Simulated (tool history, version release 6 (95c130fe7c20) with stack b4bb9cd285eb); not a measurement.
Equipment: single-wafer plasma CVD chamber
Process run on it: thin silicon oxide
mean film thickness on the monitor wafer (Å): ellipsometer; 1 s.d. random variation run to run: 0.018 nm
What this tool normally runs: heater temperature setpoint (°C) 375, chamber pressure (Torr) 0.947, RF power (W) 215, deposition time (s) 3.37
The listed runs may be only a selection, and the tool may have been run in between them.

run     day  heater temperature setpoint (°C)  chamber pressure (Torr)  RF power (W)  deposition time (s)  read-back reference wafer on the same gauge, thickness_nm  mean film thickness on the monitor wafer (Å)
  1       0                               375                    0.947           215                 3.37                                                      5.561                                         57.85
  2   1.654                               375                    0.865           215                 2.86                                                      5.558                                         44.67
  3   2.183                               384                    0.947           215                 3.37                                                      5.558                                         56.96
  4   3.454                               384                    0.947           215                 3.37                                                      5.557                                         57.06
  5   4.017                               384                    0.947           215                 3.37                                                      5.557                                         57.01
  6   5.058                               364                    0.947           180                 3.37                                                      5.565                                         48.61
  7   7.962                               364                    0.947           180                 3.37                                                      5.563                                         50.12
  8   9.242                               380                    0.947           215                 3.37                                                      5.563                                          64.2
  9  10.029                               375                    1.136           235                 3.37                                                      5.559                                         79.28
 10  11.488                               375                    1.136           235                 3.37                                                      5.558                                         79.18
 11  12.296                               375                    1.136           235                 3.37                                                      5.563                                         79.13
 12  13.571                               370                    0.947           205                 3.37                                                      5.556                                         61.66
 13    14.6                               375                    0.947           230                 2.92                                                      5.556                                         58.18
 14  15.829                               375                    0.947           185                 3.37                                                      5.562                                         55.32
 15  16.612                               375                    0.947           215                 3.61                                                      5.558                                         68.33
 16  17.225                               384                    0.947           215                 3.37                                                      5.561                                         63.24
 17  17.854                               375                    0.947           215                 3.37                                                      5.561                                         63.32
 18  18.746                               375                    0.947           255                 3.37                                                      5.555                                         71.48
 19  20.062                               375                    1.136           235                 3.37                                                      5.564                                          78.3
 20  21.021                               375                    1.174           180                 2.78                                                      5.563                                         52.09
 21  21.925                               375                    0.947           215                 3.37                                                      5.568                                         63.29
 22  23.371                               375                    0.751           200                 3.94                                                      5.559                                          54.1
 23    24.1                               375                    0.947           190                 3.97                                                      5.563                                         66.32
 24  24.892                               375                    0.802           205                 2.92                                                      5.561                                         44.08
 25  28.283                               365                    0.871           215                 3.37                                                      5.562                                         58.11
 26  29.246                               368                    0.844           255                  3.8                                                      5.559                                         71.69
 27  29.796                               383                    1.115           215                 3.08                                                      5.557                                         64.76
 28  30.408                               375                    0.947           215                 3.37                                                      5.562                                         62.43

Not shown here: 5 entries made in the log between runs. Locate each between two listed runs and compare the hidden state at the listed run before it with the hidden state at the listed run after it:
From run 6 to run 7: RF generator calibrated (day 6.75)
  delivered RF power above the setpoint (%): -4.2 -> -0.0906; true pressure above the setpoint (%): -7.49 -> -7.72
  measured result minus the result with no hidden state, mean film thickness on the monitor wafer (Å): -5.99 -> -4.14
From run 7 to run 8: capacitance manometer re-zeroed and calibrated (day 8.458)
  delivered RF power above the setpoint (%): -0.0906 -> -0.159; true pressure above the setpoint (%): -7.72 -> 0.228
  measured result minus the result with no hidden state, mean film thickness on the monitor wafer (Å): -4.14 -> +0.06
From run 9 to run 10: showerhead replaced (day 11.25)
  delivered RF power above the setpoint (%): -0.201 -> -0.28; true pressure above the setpoint (%): 0.166 -> 0.053
  measured result minus the result with no hidden state, mean film thickness on the monitor wafer (Å): -0.03 -> -0.14
From run 14 to run 15: gauge calibrated (day 16.117)
  delivered RF power above the setpoint (%): -0.513 -> -0.555; true pressure above the setpoint (%): -0.285 -> -0.346
  measured result minus the result with no hidden state, mean film thickness on the monitor wafer (Å): -0.42 -> -0.54
From run 16 to run 17: thermocouple changed; heater temperature recalibrated (day 17.833)
  delivered RF power above the setpoint (%): -0.587 -> -0.621; true pressure above the setpoint (%): -0.393 -> -0.442
  measured result minus the result with no hidden state, mean film thickness on the monitor wafer (Å): -0.54 -> -0.59

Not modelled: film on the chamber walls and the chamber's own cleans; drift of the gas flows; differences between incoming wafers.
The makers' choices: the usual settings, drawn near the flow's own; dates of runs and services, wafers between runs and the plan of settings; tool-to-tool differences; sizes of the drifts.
